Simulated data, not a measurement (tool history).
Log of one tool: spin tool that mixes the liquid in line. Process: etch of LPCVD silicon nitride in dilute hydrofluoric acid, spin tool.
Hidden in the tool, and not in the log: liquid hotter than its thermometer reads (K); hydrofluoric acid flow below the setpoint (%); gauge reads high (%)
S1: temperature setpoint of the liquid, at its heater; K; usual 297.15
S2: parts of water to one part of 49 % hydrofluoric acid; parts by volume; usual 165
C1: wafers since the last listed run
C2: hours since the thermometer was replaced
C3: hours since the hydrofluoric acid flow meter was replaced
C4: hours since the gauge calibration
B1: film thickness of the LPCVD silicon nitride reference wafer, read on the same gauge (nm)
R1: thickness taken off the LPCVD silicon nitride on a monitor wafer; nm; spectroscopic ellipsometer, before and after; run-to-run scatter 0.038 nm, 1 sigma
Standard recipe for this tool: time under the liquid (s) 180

Run 1, hour 0.0: usual settings but S2 100 parts by volume; C1 0; C2 2170.7; C3 1957.8; C4 16.3; B1 119.995. Result: R1 1.068 nm.
Run 2, hour 9.8: usual settings but S2 115 parts by volume; C1 88; C2 2180.5; C3 1967.6; C4 26.1; B1 119.992. Result: R1 0.772 nm.
Run 3, hour 26.9: usual settings but S2 220 parts by volume; C1 155; C2 2197.6; C3 1984.7; C4 43.2; B1 119.945. Result: R1 0.502 nm.
Run 4, hour 41.5: usual settings but S2 220 parts by volume; C1 132; C2 2212.2; C3 1999.3; C4 57.8; B1 119.984. Result: R1 0.459 nm.
Run 5, hour 49.7: usual settings but S2 220 parts by volume; C1 74; C2 2220.4; C3 2007.5; C4 66.0; B1 119.984. Result: R1 0.416 nm.
At hour 53.9: thermometer replaced.
Run 6, hour 58.3: usual settings but S1 293.65 K; C1 68; C2 4.4; C3 2016.1; C4 74.6; B1 119.965. Result: R1 0.469 nm.
Run 7, hour 75.8: usual settings but time under the liquid (s) 255; C1 158; C2 21.9; C3 2033.6; C4 92.1; B1 119.986. Result: R1 0.876 nm.
Run 8, hour 83.3: usual settings but time under the liquid (s) 255; C1 68; C2 29.4; C3 2041.1; C4 99.6; B1 120.016. Result: R1 0.810 nm.
Run 9, hour 94.8: usual settings but S1 300.15 K, S2 240 parts by volume; C1 104; C2 40.9; C3 2052.6; C4 111.1; B1 120.037. Result: R1 0.492 nm.
Run 10, hour 101.4: usual settings but S1 299.65 K, S2 235 parts by volume, time under the liquid (s) 135; C1 59; C2 47.5; C3 2059.2; C4 117.7; B1 120.030. Result: R1 0.375 nm.
Run 11, hour 108.4: usual settings but S2 95 parts by volume, time under the liquid (s) 225; C1 63; C2 54.5; C3 2066.2; C4 124.7; B1 119.973. Result: R1 1.274 nm.
At hour 113.5: gauge calibrated.
Run 12, hour 116.8: usual settings; C1 76; C2 62.9; C3 2074.6; C4 3.3; B1 120.028. Result: R1 0.582 nm.
At hour 120.5: hydrofluoric acid flow meter replaced.
Run 13, hour 134.4: usual settings but S1 294.15 K, time under the liquid (s) 105; C1 150; C2 80.5; C3 13.9; C4 20.9; B1 120.017. Result: R1 0.302 nm.
Run 14, hour 150.0: usual settings but S1 294.15 K, S2 210 parts by volume, time under the liquid (s) 120; C1 141; C2 96.1; C3 29.5; C4 36.5; B1 120.010. Result: R1 0.255 nm.
Run 15, hour 166.3: usual settings but S2 120 parts by volume; C1 147; C2 112.4; C3 45.8; C4 52.8; B1 120.011. Result: R1 0.776 nm.
Run 16, hour 178.9: usual settings but S1 295.15 K, S2 115 parts by volume; C1 114; C2 125.0; C3 58.4; C4 65.4; B1 119.979. Result: R1 0.694 nm.

Here are 5 independent what-if runs from the current tool condition. What would each one return?
Run A, hour 179.4: usual settings; C1 4; C2 125.5; C3 58.9; C4 65.9; B1 ?. Result: R1 ?.
Run B, hour 179.4: usual settings but S1 299.65 K; C1 4; C2 125.5; C3 58.9; C4 65.9; B1 ?. Result: R1 ?.
Run C, hour 179.4: usual settings but S1 294.15 K, S2 240 parts by volume; C1 4; C2 125.5; C3 58.9; C4 65.9; B1 ?. Result: R1 ?.
Run D, hour 179.4: usual settings but S2 200 parts by volume, time under the liquid (s) 135; C1 4; C2 125.5; C3 58.9; C4 65.9; B1 ?. Result: R1 ?.
Run E, hour 179.4: usual settings but S2 220 parts by volume, time under the liquid (s) 75; C1 4; C2 125.5; C3 58.9; C4 65.9; B1 ?. Result: R1 ?.

run       B1     R1
  A  119.949  0.613
  B  119.949  0.718
  C  119.949  0.350
  D  119.949  0.380
  E  119.949  0.192
Take away the tool's hidden state, keep each run's random variation, and the runs would have read:
run     R1
  A  0.613
  B  0.718
  C  0.350
  D  0.380
  E  0.192
